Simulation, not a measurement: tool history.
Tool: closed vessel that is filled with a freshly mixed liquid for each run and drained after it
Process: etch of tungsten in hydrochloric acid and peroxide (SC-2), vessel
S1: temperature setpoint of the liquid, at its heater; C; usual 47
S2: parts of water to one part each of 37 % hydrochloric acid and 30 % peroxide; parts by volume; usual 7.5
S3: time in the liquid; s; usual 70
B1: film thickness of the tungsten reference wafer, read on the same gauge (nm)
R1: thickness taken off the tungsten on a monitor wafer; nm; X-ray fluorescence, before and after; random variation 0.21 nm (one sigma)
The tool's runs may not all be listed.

run 1 day=0 | S1=47 S2=7.5 S3=70 | B1=120.01 | R1=24.84
run 2 day=0.433 | S1=47 S2=7.5 S3=70 | B1=120.02 | R1=24.88
run 3 day=1.158 | S1=47 S2=7.5 S3=70 | B1=119.98 | R1=24.84
run 4 day=1.696 | S1=47 S2=7.5 S3=70 | B1=119.95 | R1=24.77
run 5 day=2.158 | S1=47 S2=7.5 S3=70 | B1=120.03 | R1=25.08
run 6 day=2.725 | S1=47 S2=7.5 S3=70 | B1=119.99 | R1=25.01
run 7 day=3.396 | S1=47 S2=7.5 S3=70 | B1=120.02 | R1=25.07
run 8 day=3.825 | S1=47 S2=7.5 S3=70 | B1=119.99 | R1=24.73
run 9 day=4.496 | S1=47 S2=7.5 S3=70 | B1=120.01 | R1=25.27
run 10 day=5.104 | S1=47 S2=7.5 S3=70 | B1=120.03 | R1=25.24
-- day=5.254 gauge calibrated
run 11 day=6.742 | S1=47 S2=7.5 S3=70 | B1=120.04 | R1=25.36
run 12 day=7.05 | S1=40 S2=7.5 S3=80 | B1=119.95 | R1=18.04
-- day=7.692 chemicals flow meter replaced
run 13 day=7.738 | S1=47 S2=7.5 S3=70 | B1=120.01 | R1=25.17
run 14 day=8.188 | S1=47 S2=7.5 S3=70 | B1=120.01 | R1=25.18
run 15 day=8.792 | S1=43.5 S2=10.5 S3=50 | B1=120.01 | R1=10.81
-- day=9.388 thermometer replaced
run 16 day=9.408 | S1=39 S2=11 S3=50 | B1=120 | R1=6.21
-- day=9.917 new drum of peroxide connected
run 17 day=9.971 | S1=37 S2=11.5 S3=35 | B1=119.99 | R1=3.64
run 18 day=10.3 | S1=52.5 S2=7.5 S3=70 | B1=120.02 | R1=30.99
run 19 day=10.808 | S1=40 S2=7.5 S3=80 | B1=119.98 | R1=14.8
run 20 day=11.075 | S1=47 S2=7.5 S3=70 | B1=120.04 | R1=21.24
run 21 day=13.208 | S1=38.5 S2=7.5 S3=85 | B1=120 | R1=14.29
run 22 day=13.867 | S1=55.5 S2=4 S3=30 | B1=120.01 | R1=25.17
run 23 day=14.6 | S1=47 S2=11 S3=100 | B1=120.01 | R1=22.18
run 24 day=15.108 | S1=51 S2=8.5 S3=95 | B1=119.98 | R1=34.92
run 25 day=15.65 | S1=55 S2=5.5 S3=40 | B1=120.02 | R1=26.43
run 26 day=16.271 | S1=42 S2=7.5 S3=105 | B1=119.99 | R1=22.46
run 27 day=16.642 | S1=47 S2=10.5 S3=70 | B1=120.04 | R1=16.18
-- day=16.792 gauge calibrated
run 28 day=17.104 | S1=38.5 S2=5 S3=100 | B1=119.99 | R1=22.44
run 29 day=17.45 | S1=47 S2=7.5 S3=70 | B1=119.99 | R1=21.02
run 30 day=18.117 | S1=47 S2=7.5 S3=70 | B1=120 | R1=21.26

Forecast each of these 4 alternatives for the next run:
run A day=18.146 | S1=47 S2=7.5 S3=45 | B1=? | R1=?
run B day=18.146 | S1=38 S2=7.5 S3=40 | B1=? | R1=?
run C day=18.146 | S1=47 S2=7.5 S3=90 | B1=? | R1=?
run D day=18.146 | S1=38 S2=10 S3=30 | B1=? | R1=?

run=A B1=119.97 R1=14.11
run=B B1=119.97 R1=6.69
run=C B1=119.97 R1=28.21
run=D B1=119.97 R1=3.97
Without the tool's hidden state the same runs would have given:
run=A R1=13.84
run=B R1=6.56
run=C R1=27.68
run=D R1=3.89
